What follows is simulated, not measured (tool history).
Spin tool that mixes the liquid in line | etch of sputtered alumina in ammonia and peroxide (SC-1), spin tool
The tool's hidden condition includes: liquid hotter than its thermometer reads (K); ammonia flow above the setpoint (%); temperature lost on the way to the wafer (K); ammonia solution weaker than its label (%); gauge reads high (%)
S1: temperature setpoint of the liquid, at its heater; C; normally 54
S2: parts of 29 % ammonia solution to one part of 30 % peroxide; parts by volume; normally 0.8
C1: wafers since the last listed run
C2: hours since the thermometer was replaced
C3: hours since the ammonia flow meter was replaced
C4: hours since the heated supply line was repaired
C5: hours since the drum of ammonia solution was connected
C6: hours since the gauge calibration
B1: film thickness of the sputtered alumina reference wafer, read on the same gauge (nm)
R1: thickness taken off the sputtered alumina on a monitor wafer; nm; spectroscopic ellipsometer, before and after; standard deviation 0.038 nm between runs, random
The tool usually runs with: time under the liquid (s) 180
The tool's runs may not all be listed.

Run 1, hour 0: usual settings; C1 0; C2 1112.8; C3 2434.5; C4 1202; C5 258.4; C6 82.3; B1 70. Result: R1 8.8 nm.
Run 2, hour 13: usual settings; C1 88; C2 1125.8; C3 2447.5; C4 1215; C5 271.4; C6 95.3; B1 70. Result: R1 8.89 nm.
Run 3, hour 27.9: usual settings; C1 101; C2 1140.7; C3 2462.4; C4 1229.9; C5 286.3; C6 110.2; B1 69.99. Result: R1 8.83 nm.
Run 4, hour 45.7: usual settings; C1 121; C2 1158.5; C3 2480.2; C4 1247.7; C5 304.1; C6 128; B1 69.94. Result: R1 8.88 nm.
Run 5, hour 52: usual settings; C1 42; C2 1164.8; C3 2486.5; C4 1254; C5 310.4; C6 134.3; B1 69.98. Result: R1 8.85 nm.
Run 6, hour 58.7: usual settings; C1 45; C2 1171.5; C3 2493.2; C4 1260.7; C5 317.1; C6 141; B1 70. Result: R1 8.87 nm.
At hour 61.2: gauge calibrated.
Run 7, hour 67.7: usual settings; C1 61; C2 1180.5; C3 2502.2; C4 1269.7; C5 326.1; C6 6.5; B1 70. Result: R1 8.85 nm.
Run 8, hour 80.7: usual settings; C1 88; C2 1193.5; C3 2515.2; C4 1282.7; C5 339.1; C6 19.5; B1 70.04. Result: R1 8.85 nm.
Run 9, hour 97.1: usual settings but S1 45.5 C; C1 111; C2 1209.9; C3 2531.6; C4 1299.1; C5 355.5; C6 35.9; B1 69.98. Result: R1 5.57 nm.
At hour 104: ammonia flow meter replaced.
Run 10, hour 113.6: usual settings; C1 105; C2 1226.4; C3 9.6; C4 1315.6; C5 372; C6 52.4; B1 70.01. Result: R1 8.85 nm.
Run 11, hour 123.7: usual settings but S1 51 C, S2 0.45 parts by volume, time under the liquid (s) 245; C1 68; C2 1236.5; C3 19.7; C4 1325.7; C5 382.1; C6 62.5; B1 69.99. Result: R1 9.68 nm.
At hour 126: thermometer replaced.
Run 12, hour 139.6: usual settings but S1 56.5 C, S2 0.4 parts by volume, time under the liquid (s) 120; C1 101; C2 13.6; C3 35.6; C4 1341.6; C5 398; C6 78.4; B1 69.97. Result: R1 6.33 nm.
At hour 147.2: new drum of ammonia solution connected.
Run 13, hour 156.5: usual settings but S1 60.5 C, time under the liquid (s) 95; C1 108; C2 30.5; C3 52.5; C4 1358.5; C5 9.3; C6 95.3; B1 70.03. Result: R1 6.6 nm.
At hour 159: heated supply line repaired.
Run 14, hour 173.7: usual settings but S2 0.5 parts by volume; C1 110; C2 47.7; C3 69.7; C4 14.7; C5 26.5; C6 112.5; B1 70.01. Result: R1 8.4 nm.
Run 15, hour 182.5: usual settings; C1 59; C2 56.5; C3 78.5; C4 23.5; C5 35.3; C6 121.3; B1 70.01. Result: R1 8.9 nm.
Run 16, hour 188.7: usual settings but S1 51 C, S2 0.6 parts by volume, time under the liquid (s) 140; C1 42; C2 62.7; C3 84.7; C4 29.7; C5 41.5; C6 127.5; B1 70. Result: R1 5.7 nm.
Run 17, hour 199.2: usual settings but S1 60.5 C; C1 71; C2 73.2; C3 95.2; C4 40.2; C5 52; C6 138; B1 69.99. Result: R1 12.5 nm.

Across each entry between runs, compare the hidden state at the last listed run before it with the hidden state at the first listed run after it:
From run 6 to run 7: gauge calibrated (hour 61.2)
  no hidden state differs between the two runs
From run 9 to run 10: ammonia flow meter replaced (hour 104)
  no hidden state differs between the two runs
From run 11 to run 12: thermometer replaced (hour 126)
  no hidden state differs between the two runs
From run 12 to run 13: new drum of ammonia solution connected (hour 147.2)
  no hidden state differs between the two runs
From run 13 to run 14: heated supply line repaired (hour 159)
  no hidden state differs between the two runs
